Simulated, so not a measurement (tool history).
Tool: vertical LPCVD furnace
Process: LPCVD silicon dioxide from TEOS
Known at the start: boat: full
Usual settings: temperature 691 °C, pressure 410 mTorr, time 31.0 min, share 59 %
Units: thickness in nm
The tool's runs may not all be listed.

run    hour  temperature  pressure  time  share  wafers since the last listed run  hours since the last temperature calibration  hours since the pressure gauge was zeroed  hours since the TEOS flow controller was replaced  hours since the gauge calibration  read-back reference wafer on the same gauge, thickness  thickness
  1     0.0          691       410  31.0     53                                 0                                        2618.9                                      920.1                                             3367.3                             2968.8                                                  169.99     185.23
  2    65.4          691       410  31.0     53                              1100                                        2684.3                                      985.5                                             3432.7                             3034.2                                                  169.87     185.06
  3   159.4          691       360  31.0     67                              1581                                        2778.3                                     1079.5                                             3526.7                             3128.2                                                  170.03     194.10
  4   219.0          691       360  31.0     67                              1003                                        2837.9                                     1139.1                                             3586.3                             3187.8                                                  170.19     194.43
  5   290.7          691       410  31.0     59                              1206                                        2909.6                                     1210.8                                             3658.0                             3259.5                                                  170.05     196.20
  6   357.3          691       410  31.0     59                              1120                                        2976.2                                     1277.4                                             3724.6                             3326.1                                                  170.10     194.23
  7   405.7          699       410  31.0     59                               814                                        3024.6                                     1325.8                                             3773.0                             3374.5                                                  169.96     236.14
      448.9  -- gauge calibrated
  8   507.6          691       410  28.0     59                              1714                                        3126.5                                     1427.7                                             3874.9                               58.7                                                  169.84     175.11
  9   546.2          691       410  31.0     59                               649                                        3165.1                                     1466.3                                             3913.5                               97.3                                                  169.99     194.41
 10   597.6          691       410  31.0     67                               865                                        3216.5                                     1517.7                                             3964.9                              148.7                                                  170.01     206.04
 11   702.3          691       315  31.0     48                              1762                                        3321.2                                     1622.4                                             4069.6                              253.4                                                  169.92     152.78
      752.4  -- pressure gauge zeroed
 12   757.3          691       410  31.0     59                               521                                        3376.2                                        4.9                                             4124.6                              308.4                                                  170.04     198.17
 13  1018.3          699       365  25.0     59                              4392                                        3637.2                                      265.9                                             4385.6                              569.4                                                  170.04     180.76
 14  1101.2          696       510  34.5     50                              1395                                        3720.1                                      348.8                                             4468.5                              652.3                                                  169.81     251.38
 15  1153.4          691       410  31.0     50                               878                                        3772.3                                      401.0                                             4520.7                              704.5                                                  169.95     179.75
 16  1220.2          691       335  31.0     59                              1124                                        3839.1                                      467.8                                             4587.5                              771.3                                                  169.89     178.39
     1269.1  -- TEOS flow controller replaced
 17  1290.9          691       455  23.5     59                               785                                        3909.8                                      538.5                                               21.8                              842.0                                                  170.12     157.58
 18  1382.5          691       460  31.0     67                              1541                                        4001.4                                      630.1                                              113.4                              933.6                                                  169.98     222.53
 19  1475.3          681       310  37.5     47                              1561                                        4094.2                                      722.9                                              206.2                             1026.4                                                  169.98     145.41
 20  1569.9          691       410  31.0     59                              1592                                        4188.8                                      817.5                                              300.8                             1121.0                                                  170.16     197.65
     1600.8  -- thermocouples replaced and temperature profile calibrated
 21  1632.0          691       410  31.0     59                               641                                          31.2                                      879.6                                              362.9                             1183.1                                                  170.04     194.53
 22  1699.7          691       410  35.5     68                              1139                                          98.9                                      947.3                                              430.6                             1250.8                                                  169.91     239.85
 23  1739.4          685       410  31.0     59                               668                                         138.6                                      987.0                                              470.3                             1290.5                                                  170.02     169.74
 24  1826.2          682       410  31.0     59                              1460                                         225.4                                     1073.8                                              557.1                             1377.3                                                  170.07     157.40
 25  1863.7          691       410  38.5     59                               631                                         262.9                                     1111.3                                              594.6                             1414.8                                                  169.89     243.13
 26  1951.2          691       380  39.0     50                              1472                                         350.4                                     1198.8                                              682.1                             1502.3                                                  170.04     215.17
 27  2020.1          687       410  31.0     59                              1159                                         419.3                                     1267.7                                              751.0                             1571.2                                                  170.13     177.16
 28  2063.5          683       385  19.0     66                               730                                         462.7                                     1311.1                                              794.4                             1614.6                                                  170.26     100.75
 29  2163.9          691       410  20.0     59                              1689                                         563.1                                     1411.5                                              894.8                             1715.0                                                  169.88     126.20
 30  2209.3          703       410  31.0     59                               764                                         608.5                                     1456.9                                              940.2                             1760.4                                                  170.10     257.31
 31  2271.2          701       490  31.0     59                              1041                                         670.4                                     1518.8                                             1002.1                             1822.3                                                  170.07     268.37
 32  2336.4          691       510  31.0     59                              1097                                         735.6                                     1584.0                                             1067.3                             1887.5                                                  170.04     218.19

Some steps in thickness between neighbouring runs. How much of each would the tool show without its hidden state too (settings, what came in, random variation), and how much is left for the hidden state, with any gauge scatter that isn't in both results?
The hidden state here: true tube temperature minus thermocouple reading, K; true pressure minus gauge reading, mTorr; deviation of the TEOS flow from its setpoint, %; gauge reads high (%).
Run 11 -> 12: pressure 315 -> 410, share 48 -> 59, pressure gauge zeroed. thickness +45.39 nm: hidden state +3.41, all else +41.98.
Run 18 -> 19: temperature 691 -> 681, pressure 460 -> 310, time 31.0 -> 37.5, share 67 -> 47. thickness -77.12 nm: hidden state -0.15, all else -76.97.
Run 24 -> 25: temperature 682 -> 691, time 31.0 -> 38.5. thickness +85.73 nm: hidden state -0.71, all else +86.44.
Run 29 -> 30: temperature 691 -> 703, time 20.0 -> 31.0. thickness +131.11 nm: hidden state -1.84, all else +132.95.
